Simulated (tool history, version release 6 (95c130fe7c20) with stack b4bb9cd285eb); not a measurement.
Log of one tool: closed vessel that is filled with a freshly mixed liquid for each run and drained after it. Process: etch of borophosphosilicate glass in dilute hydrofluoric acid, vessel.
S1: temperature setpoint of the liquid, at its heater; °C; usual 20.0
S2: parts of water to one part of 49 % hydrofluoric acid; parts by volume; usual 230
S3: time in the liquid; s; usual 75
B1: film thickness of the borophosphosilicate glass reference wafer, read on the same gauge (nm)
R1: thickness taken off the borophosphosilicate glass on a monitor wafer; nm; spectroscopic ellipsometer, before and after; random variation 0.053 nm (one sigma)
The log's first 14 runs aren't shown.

{"hour": 204.1, "done": "hydrofluoric acid flow meter replaced"}
{"run": 15, "hour": 205.5, "S1": 24.5, "S2": 230, "S3": 75, "B1": 140.02, "R1": 6.06}
{"run": 16, "hour": 222.8, "S1": 17.5, "S2": 230, "S3": 75, "B1": 139.98, "R1": 4.66}
{"run": 17, "hour": 236.8, "S1": 20.0, "S2": 230, "S3": 75, "B1": 140.0, "R1": 5.12}
{"run": 18, "hour": 245.5, "S1": 20.0, "S2": 230, "S3": 75, "B1": 140.0, "R1": 5.03}
{"run": 19, "hour": 252.6, "S1": 17.0, "S2": 195, "S3": 40, "B1": 140.0, "R1": 2.97}
{"hour": 270.4, "done": "thermometer replaced"}
{"run": 20, "hour": 270.9, "S1": 20.0, "S2": 230, "S3": 75, "B1": 140.02, "R1": 5.13}
{"hour": 273.0, "done": "hydrofluoric acid flow meter replaced, repeated, since the last time left the tool worse"}
{"run": 21, "hour": 276.6, "S1": 22.5, "S2": 150, "S3": 75, "B1": 139.99, "R1": 11.33}
{"run": 22, "hour": 288.3, "S1": 20.0, "S2": 230, "S3": 105, "B1": 140.01, "R1": 8.69}
{"run": 23, "hour": 305.2, "S1": 17.0, "S2": 230, "S3": 55, "B1": 139.99, "R1": 4.01}
{"hour": 317.2, "done": "gauge calibrated"}
{"run": 24, "hour": 333.1, "S1": 20.0, "S2": 230, "S3": 75, "B1": 140.01, "R1": 6.14}
{"run": 25, "hour": 347.1, "S1": 20.0, "S2": 280, "S3": 55, "B1": 139.99, "R1": 3.48}
{"run": 26, "hour": 363.5, "S1": 21.5, "S2": 200, "S3": 110, "B1": 140.01, "R1": 11.34}
{"run": 27, "hour": 378.9, "S1": 20.0, "S2": 130, "S3": 75, "B1": 140.01, "R1": 12.0}
{"run": 28, "hour": 390.4, "S1": 22.5, "S2": 150, "S3": 75, "B1": 139.98, "R1": 11.3}
{"run": 29, "hour": 401.6, "S1": 22.5, "S2": 230, "S3": 90, "B1": 139.98, "R1": 8.14}
{"run": 30, "hour": 413.0, "S1": 21.5, "S2": 180, "S3": 90, "B1": 140.04, "R1": 10.53}
{"run": 31, "hour": 423.5, "S1": 17.0, "S2": 320, "S3": 100, "B1": 139.98, "R1": 4.87}
{"run": 32, "hour": 434.3, "S1": 22.0, "S2": 275, "S3": 75, "B1": 140.0, "R1": 5.28}

Forecast each of these 4 alternatives for the next run:
{"run": "A", "hour": 435.0, "S1": 20.0, "S2": 230, "S3": 90, "B1": "?", "R1": "?"}
{"run": "B", "hour": 435.0, "S1": 24.5, "S2": 185, "S3": 30, "B1": "?", "R1": "?"}
{"run": "C", "hour": 435.0, "S1": 23.0, "S2": 165, "S3": 75, "B1": "?", "R1": "?"}
{"run": "D", "hour": 435.0, "S1": 20.0, "S2": 230, "S3": 30, "B1": "?", "R1": "?"}

run=A B1=140.01 R1=7.35
run=B B1=140.01 R1=3.78
run=C B1=140.01 R1=10.23
run=D B1=140.01 R1=2.45
Without the tool's hidden state the same runs would have given:
run=A R1=7.55
run=B R1=3.88
run=C R1=10.50
run=D R1=2.52

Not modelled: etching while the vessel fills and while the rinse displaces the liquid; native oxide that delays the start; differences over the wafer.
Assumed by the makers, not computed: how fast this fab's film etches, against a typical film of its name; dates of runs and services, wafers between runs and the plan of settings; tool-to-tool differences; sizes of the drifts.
